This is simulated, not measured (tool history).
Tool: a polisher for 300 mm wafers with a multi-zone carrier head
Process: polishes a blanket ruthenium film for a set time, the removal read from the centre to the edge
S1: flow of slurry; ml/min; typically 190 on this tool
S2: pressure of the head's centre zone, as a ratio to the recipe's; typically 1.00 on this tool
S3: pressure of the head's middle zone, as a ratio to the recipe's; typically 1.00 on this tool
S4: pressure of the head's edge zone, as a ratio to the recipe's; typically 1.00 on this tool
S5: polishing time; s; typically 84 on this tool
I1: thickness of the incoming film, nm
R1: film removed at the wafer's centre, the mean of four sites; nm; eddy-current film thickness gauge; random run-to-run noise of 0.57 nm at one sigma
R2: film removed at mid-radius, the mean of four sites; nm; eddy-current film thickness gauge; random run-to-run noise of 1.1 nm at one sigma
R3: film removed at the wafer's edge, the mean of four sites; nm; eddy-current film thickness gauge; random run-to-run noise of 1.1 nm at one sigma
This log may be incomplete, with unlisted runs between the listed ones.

run    hour   S1    S2    S3    S4   S5     I1     R1     R2     R3
  1     0.0  190  1.00  1.00  1.00   84  473.3   88.6   85.1   83.6
  2    28.6  155  0.97  1.00  1.00   84  476.9   83.6   83.4   81.3
       64.0  -- centre zone pressure recalibrated
  3    80.7  210  1.00  1.00  1.00  110  484.8  113.5  111.6  110.5
  4   200.7  210  1.00  1.00  1.00   84  474.0   87.3   86.8   85.0
  5   260.6  190  1.00  1.00  1.00   84  483.9   86.5   83.4   81.9
      279.7  -- slurry nozzle cleaned
  6   323.6  240  1.00  1.00  1.00   84  473.3   87.7   86.4   82.0
  7   349.2  190  0.93  0.89  1.05  110  480.4  103.4   97.3  109.6
      352.6  -- edge zone pressure recalibrated
  8   394.3  190  1.00  1.00  1.00   84  489.2   84.7   80.0   79.3
  9   456.3  140  1.00  0.94  1.00   84  474.5   77.1   71.7   75.0
      515.4  -- centre zone pressure recalibrated
 10   515.9  155  0.97  1.00  1.00   84  479.4   70.8   73.9   73.6
      529.1  -- worn pad replaced by a new one
 11   538.9  190  1.04  1.00  1.00   84  482.9   89.1   86.5   85.3
 12   575.7  190  0.88  0.95  1.00  113  483.6  101.7  112.9  110.0
 13   601.3  190  1.00  1.00  1.00   84  481.2   86.2   85.6   83.6
 14   668.4  190  1.00  1.00  1.00  112  477.4  116.4  116.6  111.1
      713.9  -- slurry nozzle cleaned
 15   734.6  165  1.00  1.00  1.00   58  478.8   58.2   57.5   55.9
 16   761.6  165  1.00  0.88  0.92  107  482.1  107.2   91.8   98.7
 17   805.0  190  1.00  1.00  1.00   58  485.9   60.3   57.3   57.4
 18   849.7  190  1.09  1.00  1.00   98  474.4  109.8   95.5   94.3
 19   919.0  190  1.00  1.00  1.00   84  474.7   84.5   81.5   79.4
      928.8  -- centre zone pressure recalibrated
 20   986.8  190  1.09  1.00  1.08   84  482.9   87.9   78.3   80.2
 21  1040.1  125  0.95  1.00  1.00  111  480.8   90.2   92.0   96.0
     1048.0  -- worn pad replaced by a new one
 22  1110.1  190  1.00  1.00  1.00   84  482.8   86.9   86.6   83.4

The tool's hidden state at each run:
slurry flow missing at the pad, %: 0 at every run
deviation of the edge zone's pressure from its setpoint, %: 0 at every run
H1: removal rate lost through wear of the pad, %
H2: deviation of the centre zone's pressure from its setpoint, %
run     H1       H2
  1  0.334     5.16
  2  0.371     5.21
  3  0.585    0.303
  4   1.79        3
  5   2.77     3.75
  6   4.06     4.28
  7   4.67     4.44
  8   5.84     4.67
  9   7.69      4.9
 10   9.71  -0.0393
 11  0.292    0.724
 12  0.364     1.74
 13  0.469     2.31
 14   0.96     3.44
 15   1.75     4.17
 16   2.16     4.39
 17   2.92     4.68
 18   3.85      4.9
 19   5.55     5.14
 20   7.54      1.6
 21   9.33     2.72
 22  0.432     3.72
